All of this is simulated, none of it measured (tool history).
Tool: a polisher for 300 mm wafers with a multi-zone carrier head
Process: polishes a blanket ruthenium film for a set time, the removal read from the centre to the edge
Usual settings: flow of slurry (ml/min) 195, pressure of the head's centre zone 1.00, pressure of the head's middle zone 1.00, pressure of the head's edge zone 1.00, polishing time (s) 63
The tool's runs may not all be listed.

| run | hour | flow of slurry (ml/min) | pressure of the head's centre zone | pressure of the head's middle zone | pressure of the head's edge zone | polishing time (s) | incoming thickness of the incoming film, nm | film removed at the wafer's centre (angstrom) | film removed at mid-radius (angstrom) | film removed at the wafer's edge (angstrom) |
|---|---|---|---|---|---|---|---|---|---|---|
| 1 | 0.0 | 255 | 1.00 | 1.00 | 1.00 | 78 | 325.9 | 1251 | 1249 | 1242 |
|  | 50.0 | worn pad replaced by a new one |
| 2 | 70.8 | 195 | 1.00 | 1.00 | 1.00 | 63 | 319.7 | 975 | 989 | 994 |
|  | 84.4 | slurry nozzle cleaned |
| 3 | 135.2 | 145 | 0.89 | 1.00 | 1.00 | 63 | 319.7 | 822 | 945 | 948 |
| 4 | 177.1 | 255 | 1.00 | 0.92 | 1.09 | 47 | 325.3 | 749 | 704 | 780 |
| 5 | 216.6 | 215 | 1.00 | 0.94 | 0.92 | 63 | 317.0 | 989 | 961 | 961 |
| 6 | 281.7 | 195 | 1.00 | 0.91 | 0.89 | 77 | 324.4 | 1183 | 1123 | 1167 |
| 7 | 339.4 | 165 | 1.07 | 0.93 | 1.06 | 63 | 322.5 | 1020 | 909 | 992 |
|  | 350.6 | carrier head's membrane replaced by a new one |
| 8 | 408.7 | 195 | 1.00 | 1.00 | 1.00 | 63 | 322.0 | 962 | 985 | 998 |
| 9 | 457.9 | 255 | 0.91 | 0.92 | 1.00 | 63 | 319.8 | 922 | 945 | 993 |
| 10 | 502.5 | 135 | 1.00 | 1.00 | 1.00 | 63 | 313.7 | 909 | 925 | 949 |
|  | 518.6 | slurry nozzle cleaned |
|  | 530.5 | worn pad replaced by a new one |
|  | 542.6 | centre zone pressure recalibrated |
| 11 | 573.6 | 135 | 1.00 | 1.00 | 0.96 | 63 | 318.8 | 920 | 930 | 930 |
| 12 | 645.3 | 195 | 1.00 | 1.00 | 1.00 | 63 | 321.5 | 985 | 998 | 1000 |
|  | 694.9 | edge zone pressure recalibrated |
| 13 | 715.2 | 195 | 1.10 | 1.00 | 1.00 | 63 | 319.2 | 1078 | 997 | 968 |
| 14 | 770.3 | 165 | 1.08 | 1.00 | 1.08 | 45 | 320.3 | 741 | 697 | 719 |
| 15 | 815.7 | 195 | 1.04 | 1.00 | 1.06 | 63 | 324.1 | 1034 | 988 | 1023 |
| 16 | 864.7 | 195 | 1.00 | 0.93 | 0.89 | 63 | 319.7 | 986 | 939 | 918 |
| 17 | 913.3 | 195 | 1.00 | 0.95 | 1.09 | 76 | 322.6 | 1190 | 1166 | 1213 |
| 18 | 959.2 | 195 | 1.00 | 0.91 | 0.89 | 63 | 324.3 | 984 | 926 | 969 |
|  | 990.1 | slurry nozzle cleaned |
| 19 | 1025.3 | 195 | 1.00 | 1.00 | 0.93 | 63 | 323.2 | 995 | 997 | 936 |
|  | 1056.8 | worn pad replaced by a new one |
| 20 | 1062.9 | 220 | 1.00 | 0.91 | 0.89 | 63 | 320.5 | 1003 | 939 | 957 |
| 21 | 1100.1 | 195 | 1.00 | 1.00 | 1.00 | 63 | 316.0 | 982 | 995 | 984 |

5 ways to go on from here, each from the tool as it stands after run 21. What would each give?
| A | 1100.5 | 195 | 1.00 | 1.00 | 1.00 | 63 | 321.6 | ? | ? | ? |
| B | 1100.5 | 130 | 1.00 | 1.00 | 1.04 | 63 | 321.6 | ? | ? | ? |
| C | 1100.5 | 195 | 0.91 | 1.00 | 1.00 | 48 | 321.6 | ? | ? | ? |
| D | 1100.5 | 255 | 0.93 | 1.00 | 1.00 | 63 | 321.6 | ? | ? | ? |
| E | 1100.5 | 195 | 1.00 | 1.00 | 1.10 | 63 | 321.6 | ? | ? | ? |

| run | film removed at the wafer's centre (angstrom) | film removed at mid-radius (angstrom) | film removed at the wafer's edge (angstrom) |
|---|---|---|---|
| A | 974 | 987 | 995 |
| B | 905 | 925 | 964 |
| C | 675 | 752 | 758 |
| D | 939 | 1020 | 1020 |
| E | 974 | 987 | 1034 |
Without the tool's hidden state the same runs would have given:
| run | film removed at the wafer's centre (angstrom) | film removed at mid-radius (angstrom) | film removed at the wafer's edge (angstrom) |
|---|---|---|---|
| A | 979 | 987 | 995 |
| B | 910 | 925 | 964 |
| C | 678 | 752 | 758 |
| D | 944 | 1020 | 1020 |
| E | 979 | 987 | 1034 |
